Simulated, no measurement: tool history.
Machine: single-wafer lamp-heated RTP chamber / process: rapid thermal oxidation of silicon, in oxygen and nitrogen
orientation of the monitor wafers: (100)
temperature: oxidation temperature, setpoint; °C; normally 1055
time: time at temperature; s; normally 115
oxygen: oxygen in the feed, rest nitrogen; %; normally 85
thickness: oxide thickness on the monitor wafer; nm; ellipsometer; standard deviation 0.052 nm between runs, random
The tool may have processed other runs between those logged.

run,hour,temperature,time,oxygen,wafers since the last listed run,wafers since the last pyrometer calibration,hours since the oxygen flow controller was replaced,hours since the gauge calibration,"read-back reference wafer on the same gauge, thickness",thickness
1,0,1055,115,85,0,1817,5245,165.9,11.478,10.889
# hour 27.3: pyrometer window cleaned and pyrometer calibrated
2,27.8,1036,115,85,206,4,5272.8,193.7,11.484,9.096
3,47.6,1055,115,85,206,211,5292.6,213.5,11.505,10.396
4,61.1,1055,115,85,140,351,5306.1,227,11.502,10.491
5,96.8,1055,115,85,371,723,5341.8,262.7,11.491,10.655
6,122.1,1055,115,85,263,986,5367.1,288,11.509,10.727
7,151.9,1055,115,85,310,1296,5396.9,317.8,11.499,10.714
8,172.9,1055,115,85,218,1515,5417.9,338.8,11.494,10.876
9,205.2,1055,143,63,336,1851,5450.2,371.1,11.488,10.727
# hour 269.5: pyrometer window cleaned and pyrometer calibrated
10,270,1055,143,63,591,5,5515,435.9,11.523,10.097
# hour 282.3: gauge calibrated
11,284.9,1055,143,63,155,160,5529.9,2.6,11.503,10.324
12,297.9,1055,115,85,135,295,5542.9,15.6,11.473,10.586
13,331.5,1055,115,85,349,645,5576.5,49.2,11.491,10.655
14,347.1,1055,115,85,162,808,5592.1,64.8,11.483,10.612
15,366.5,1070,148,96,201,1010,5611.5,84.2,11.498,13.858
16,393.9,1055,115,65,285,1295,5638.9,111.6,11.506,9.692
# hour 405.6: oxygen flow controller replaced
17,409.3,1064,115,98,77,1372,3.7,127,11.498,11.888
18,442.9,1083,80,60,349,1722,37.3,160.6,11.502,9.638
19,477.2,1055,172,98,357,2079,71.6,194.9,11.513,13.843
20,498.7,1055,115,85,223,2303,93.1,216.4,11.501,10.788
# hour 518.9: pyrometer window cleaned and pyrometer calibrated
21,531.6,1036,148,95,259,132,126,249.3,11.484,10.716
22,557,1071,115,85,264,396,151.4,274.7,11.503,11.675
23,587.8,1055,115,56,320,717,182.2,305.5,11.502,9.113
24,616.9,1055,115,61,302,1020,211.3,334.6,11.501,9.456
25,644.6,1055,64,77,288,1308,239,362.3,11.476,7.829
26,677.6,1055,115,98,343,1652,272,395.3,11.5,11.282
27,696.7,1055,168,85,198,1851,291.1,414.4,11.497,12.945
28,725.8,1055,115,85,302,2154,320.2,443.5,11.498,10.937

What if the next run were any one of these 4? Each begins from the tool's condition after run 28:
A,726.3,1042,115,85,5,2159,320.7,444,?,?
B,726.3,1081,59,98,5,2159,320.7,444,?,?
C,726.3,1065,142,62,5,2159,320.7,444,?,?
D,726.3,1055,115,72,5,2159,320.7,444,?,?

run,"read-back reference wafer on the same gauge, thickness",thickness
A,11.492,9.872
B,11.492,9.947
C,11.492,11.339
D,11.492,10.157
Without the tool's unlogged condition, the same runs would have read:
run,thickness
A,9.351
B,9.457
C,10.764
D,9.633
